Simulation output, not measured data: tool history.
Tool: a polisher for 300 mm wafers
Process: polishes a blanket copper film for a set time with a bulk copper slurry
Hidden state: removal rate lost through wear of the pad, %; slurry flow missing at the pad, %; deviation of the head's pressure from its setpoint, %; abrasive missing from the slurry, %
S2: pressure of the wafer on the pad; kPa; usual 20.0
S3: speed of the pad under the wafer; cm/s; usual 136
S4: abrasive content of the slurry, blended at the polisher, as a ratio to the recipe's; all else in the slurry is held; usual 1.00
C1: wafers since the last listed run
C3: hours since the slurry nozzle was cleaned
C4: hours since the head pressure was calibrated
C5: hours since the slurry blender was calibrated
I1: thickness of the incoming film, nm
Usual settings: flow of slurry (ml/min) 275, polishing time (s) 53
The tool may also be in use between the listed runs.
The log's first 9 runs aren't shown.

run 10 hour=88.0 | flow_of_slurry_(ml/min)=255 S2=20.0 S3=136 S4=1.00 polishing_time_(s)=53 | C1=76 wafers_polished_on_this_pad=763 C3=625.2 C4=1172.5 C5=272.4 | I1=1958.0 | film_removed_(nm)=618.2
run 11 hour=103.9 | flow_of_slurry_(ml/min)=255 S2=20.0 S3=136 S4=1.00 polishing_time_(s)=53 | C1=140 wafers_polished_on_this_pad=903 C3=641.1 C4=1188.4 C5=288.3 | I1=1944.3 | film_removed_(nm)=628.0
run 12 hour=118.6 | flow_of_slurry_(ml/min)=275 S2=20.0 S3=136 S4=1.00 polishing_time_(s)=64 | C1=129 wafers_polished_on_this_pad=1033 C3=655.8 C4=1203.1 C5=303.0 | I1=1902.2 | film_removed_(nm)=753.3
-- hour=126.6 worn pad replaced by a new one
-- hour=131.6 head pressure recalibrated
run 13 hour=135.7 | flow_of_slurry_(ml/min)=275 S2=20.0 S3=136 S4=1.00 polishing_time_(s)=64 | C1=98 wafers_polished_on_this_pad=63 C3=672.9 C4=4.1 C5=320.1 | I1=1952.4 | film_removed_(nm)=751.7
run 14 hour=142.2 | flow_of_slurry_(ml/min)=275 S2=20.0 S3=136 S4=1.20 polishing_time_(s)=53 | C1=57 wafers_polished_on_this_pad=120 C3=679.4 C4=10.6 C5=326.6 | I1=1933.4 | film_removed_(nm)=654.2
run 15 hour=158.7 | flow_of_slurry_(ml/min)=275 S2=20.0 S3=136 S4=1.20 polishing_time_(s)=53 | C1=145 wafers_polished_on_this_pad=266 C3=695.9 C4=27.1 C5=343.1 | I1=1944.7 | film_removed_(nm)=646.7
run 16 hour=168.8 | flow_of_slurry_(ml/min)=180 S2=20.0 S3=136 S4=1.00 polishing_time_(s)=53 | C1=89 wafers_polished_on_this_pad=355 C3=706.0 C4=37.2 C5=353.2 | I1=1900.3 | film_removed_(nm)=572.9
run 17 hour=176.8 | flow_of_slurry_(ml/min)=205 S2=23.4 S3=136 S4=1.00 polishing_time_(s)=67 | C1=70 wafers_polished_on_this_pad=426 C3=714.0 C4=45.2 C5=361.2 | I1=1913.9 | film_removed_(nm)=863.9
-- hour=215.8 slurry nozzle cleaned
run 18 hour=218.0 | flow_of_slurry_(ml/min)=300 S2=20.0 S3=136 S4=1.00 polishing_time_(s)=53 | C1=355 wafers_polished_on_this_pad=781 C3=2.2 C4=86.4 C5=402.4 | I1=1884.2 | film_removed_(nm)=595.5
run 19 hour=226.0 | flow_of_slurry_(ml/min)=190 S2=22.1 S3=136 S4=1.00 polishing_time_(s)=53 | C1=70 wafers_polished_on_this_pad=851 C3=10.2 C4=94.4 C5=410.4 | I1=1939.3 | film_removed_(nm)=628.3
-- hour=240.7 slurry blender recalibrated
run 20 hour=241.4 | flow_of_slurry_(ml/min)=255 S2=20.0 S3=136 S4=1.00 polishing_time_(s)=53 | C1=118 wafers_polished_on_this_pad=970 C3=25.6 C4=109.8 C5=0.7 | I1=1929.6 | film_removed_(nm)=631.1
-- hour=250.1 worn pad replaced by a new one
run 21 hour=252.8 | flow_of_slurry_(ml/min)=275 S2=15.9 S3=88 S4=0.80 polishing_time_(s)=64 | C1=65 wafers_polished_on_this_pad=23 C3=37.0 C4=121.2 C5=12.1 | I1=1938.7 | film_removed_(nm)=367.8
run 22 hour=265.1 | flow_of_slurry_(ml/min)=275 S2=16.5 S3=136 S4=0.70 polishing_time_(s)=53 | C1=108 wafers_polished_on_this_pad=132 C3=49.3 C4=133.5 C5=24.4 | I1=1942.6 | film_removed_(nm)=482.4
run 23 hour=275.4 | flow_of_slurry_(ml/min)=275 S2=20.0 S3=136 S4=1.00 polishing_time_(s)=53 | C1=90 wafers_polished_on_this_pad=223 C3=59.6 C4=143.8 C5=34.7 | I1=1899.5 | film_removed_(nm)=644.7
run 24 hour=289.2 | flow_of_slurry_(ml/min)=275 S2=20.0 S3=178 S4=0.85 polishing_time_(s)=53 | C1=121 wafers_polished_on_this_pad=345 C3=73.4 C4=157.6 C5=48.5 | I1=1929.9 | film_removed_(nm)=785.8
run 25 hour=296.3 | flow_of_slurry_(ml/min)=330 S2=13.8 S3=112 S4=1.00 polishing_time_(s)=41 | C1=62 wafers_polished_on_this_pad=408 C3=80.5 C4=164.7 C5=55.6 | I1=1932.3 | film_removed_(nm)=286.9
run 26 hour=312.8 | flow_of_slurry_(ml/min)=275 S2=20.0 S3=136 S4=1.00 polishing_time_(s)=53 | C1=145 wafers_polished_on_this_pad=553 C3=97.0 C4=181.2 C5=72.1 | I1=1919.6 | film_removed_(nm)=647.4
run 27 hour=319.9 | flow_of_slurry_(ml/min)=275 S2=20.0 S3=136 S4=1.00 polishing_time_(s)=53 | C1=62 wafers_polished_on_this_pad=616 C3=104.1 C4=188.3 C5=79.2 | I1=1937.9 | film_removed_(nm)=638.6
run 28 hour=329.2 | flow_of_slurry_(ml/min)=190 S2=20.0 S3=136 S4=0.85 polishing_time_(s)=36 | C1=82 wafers_polished_on_this_pad=698 C3=113.4 C4=197.6 C5=88.5 | I1=1931.1 | film_removed_(nm)=401.8
run 29 hour=336.8 | flow_of_slurry_(ml/min)=275 S2=20.0 S3=136 S4=1.00 polishing_time_(s)=53 | C1=67 wafers_polished_on_this_pad=765 C3=121.0 C4=205.2 C5=96.1 | I1=1947.3 | film_removed_(nm)=648.4
run 30 hour=354.1 | flow_of_slurry_(ml/min)=325 S2=14.5 S3=136 S4=1.00 polishing_time_(s)=39 | C1=152 wafers_polished_on_this_pad=918 C3=138.3 C4=222.5 C5=113.4 | I1=1926.5 | film_removed_(nm)=352.3

Forecast each of these 3 alternatives for the next run:
run A hour=354.5 | flow_of_slurry_(ml/min)=275 S2=20.0 S3=118 S4=1.00 polishing_time_(s)=53 | C1=3 wafers_polished_on_this_pad=922 C3=138.7 C4=222.9 C5=113.8 | I1=1932.0 | film_removed_(nm)=?
run B hour=354.5 | flow_of_slurry_(ml/min)=350 S2=20.0 S3=162 S4=1.00 polishing_time_(s)=53 | C1=3 wafers_polished_on_this_pad=922 C3=138.7 C4=222.9 C5=113.8 | I1=1932.0 | film_removed_(nm)=?
run C hour=354.5 | flow_of_slurry_(ml/min)=275 S2=25.5 S3=104 S4=1.00 polishing_time_(s)=62 | C1=3 wafers_polished_on_this_pad=922 C3=138.7 C4=222.9 C5=113.8 | I1=1932.0 | film_removed_(nm)=?

run=A film_removed_(nm)=559.2
run=B film_removed_(nm)=782.7
run=C film_removed_(nm)=735.6
Without the tool's hidden state the same runs would have given:
run=A film_removed_(nm)=565.3
run=B film_removed_(nm)=791.3
run=C film_removed_(nm)=743.7

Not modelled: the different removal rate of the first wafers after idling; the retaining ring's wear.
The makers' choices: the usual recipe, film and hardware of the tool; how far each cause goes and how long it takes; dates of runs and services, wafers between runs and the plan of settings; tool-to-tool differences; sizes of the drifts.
